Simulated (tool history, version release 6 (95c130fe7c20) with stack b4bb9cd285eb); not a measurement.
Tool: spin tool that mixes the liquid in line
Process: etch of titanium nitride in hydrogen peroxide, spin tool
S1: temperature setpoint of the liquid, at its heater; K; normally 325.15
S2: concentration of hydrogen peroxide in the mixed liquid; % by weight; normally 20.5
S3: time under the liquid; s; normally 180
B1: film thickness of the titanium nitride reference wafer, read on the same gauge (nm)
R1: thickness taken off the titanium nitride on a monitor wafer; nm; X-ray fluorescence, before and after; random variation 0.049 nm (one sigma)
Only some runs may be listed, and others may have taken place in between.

run 1 day=0.000 | S1=325.15 S2=20.5 S3=180 | B1=109.98 | R1=3.95
run 2 day=0.462 | S1=325.15 S2=20.5 S3=180 | B1=109.97 | R1=3.91
run 3 day=0.892 | S1=325.15 S2=20.5 S3=180 | B1=110.00 | R1=3.87
run 4 day=1.504 | S1=322.65 S2=20.5 S3=180 | B1=110.00 | R1=3.21
run 5 day=1.829 | S1=322.65 S2=20.5 S3=180 | B1=109.98 | R1=3.26
-- day=2.108 gauge calibrated
run 6 day=2.479 | S1=325.15 S2=20.5 S3=180 | B1=110.03 | R1=3.84
run 7 day=2.750 | S1=325.15 S2=20.5 S3=180 | B1=110.00 | R1=3.82
-- day=2.875 peroxide flow meter replaced
run 8 day=3.171 | S1=325.15 S2=20.5 S3=180 | B1=109.99 | R1=3.81
-- day=3.242 new drum of peroxide connected
run 9 day=3.879 | S1=329.15 S2=19.0 S3=275 | B1=110.01 | R1=7.63

Run 10 has not been measured yet. What should we expect?
-- day=4.000 thermometer replaced
run 10 day=4.208 | S1=330.15 S2=22.5 S3=120 | B1=? | R1=?

{"run 10": {"B1": 110.01, "R1": 3.74}}
Minus the tool's unlogged condition, the same run would have read R1 4.99 nm.

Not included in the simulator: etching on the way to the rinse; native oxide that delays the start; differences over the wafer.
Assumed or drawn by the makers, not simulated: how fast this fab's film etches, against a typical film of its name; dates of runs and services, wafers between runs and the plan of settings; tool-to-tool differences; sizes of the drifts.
